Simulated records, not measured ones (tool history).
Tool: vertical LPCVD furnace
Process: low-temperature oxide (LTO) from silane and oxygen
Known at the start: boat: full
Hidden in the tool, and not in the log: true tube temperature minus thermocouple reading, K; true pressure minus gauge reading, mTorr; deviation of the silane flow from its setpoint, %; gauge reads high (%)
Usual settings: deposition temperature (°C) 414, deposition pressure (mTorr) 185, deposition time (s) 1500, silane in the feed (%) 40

run	hour	deposition temperature (°C)	deposition pressure (mTorr)	deposition time (s)	silane in the feed (%)	wafers since the last listed run	hours since the last temperature calibration	hours since the pressure gauge was zeroed	hours since the silane flow controller was replaced	hours since the gauge calibration	read-back reference wafer on the same gauge, thickness	film thickness on the monitor wafer in the middle of the boat (angstrom)
1	0.0	414	185	1500	40	0	3562.9	3441.9	6518.2	521.1	216.05	2525.3
2	80.4	414	185	1890	40	1427	3643.3	3522.3	6598.6	601.5	216.09	3179.1
3	245.2	414	185	1020	40	2926	3808.1	3687.1	6763.4	766.3	216.03	1720.3
4	316.5	414	185	1020	40	1266	3879.4	3758.4	6834.7	837.6	216.10	1721.7
5	410.7	414	185	1020	40	1672	3973.6	3852.6	6928.9	931.8	215.95	1716.2
6	505.4	414	185	1500	40	1681	4068.3	3947.3	7023.6	1026.5	215.96	2526.5
7	549.7	414	185	1500	40	786	4112.6	3991.6	7067.9	1070.8	215.93	2530.6
# hour 668.8: gauge calibrated
8	729.4	414	185	1500	40	3190	4292.3	4171.3	7247.6	60.6	216.01	2540.4
9	772.7	414	185	1500	40	768	4335.6	4214.6	7290.9	103.9	215.99	2529.4
10	860.4	414	185	1500	46	1557	4423.3	4302.3	7378.6	191.6	216.10	2928.5
# hour 904.7: silane flow controller replaced
11	964.3	424	185	1500	35	1418	4527.2	4406.2	59.6	295.5	216.05	2398.2
12	1050.8	414	145	1500	34	1535	4613.7	4492.7	146.1	382.0	216.00	1644.1
13	1153.3	414	185	1500	38	1819	4716.2	4595.2	248.6	484.5	216.05	2392.7
14	1225.8	419	205	1500	47	1287	4788.7	4667.7	321.1	557.0	215.98	3451.8
# hour 1292.7: thermocouples replaced and temperature profile calibrated
# hour 1301.7: pressure gauge zeroed
15	1313.6	414	185	1500	40	973	20.9	11.9	408.9	644.8	216.01	2317.2
16	1421.3	422	160	1500	34	1912	128.6	119.6	516.6	752.5	216.03	1792.7
17	1578.5	414	185	1500	40	2791	285.8	276.8	673.8	909.7	216.08	2361.0
18	1658.1	414	185	1500	40	1413	365.4	356.4	753.4	989.3	215.97	2359.4
# hour 1713.2: gauge calibrated
19	1761.9	414	205	1500	40	1843	469.2	460.2	857.2	48.7	215.95	2628.3
20	1855.9	414	185	1500	40	1669	563.2	554.2	951.2	142.7	216.00	2385.3

What the log doesn't show, run by run:
deviation of the silane flow from its setpoint, %: 0 in every run
gauge reads high (%): 0 in every run
H1: true tube temperature minus thermocouple reading, K
H2: true pressure minus gauge reading, mTorr
run	H1	H2
1	4.11	7.68
2	4.13	7.73
3	4.18	7.82
4	4.19	7.86
5	4.22	7.9
6	4.24	7.94
7	4.25	7.96
8	4.28	8.03
9	4.29	8.05
10	4.31	8.08
11	4.33	8.11
12	4.34	8.14
13	4.36	8.17
14	4.37	8.19
15	0.389	-1.28
16	0.65	-0.574
17	1	0.36
18	1.17	0.795
19	1.37	1.33
20	1.55	1.78
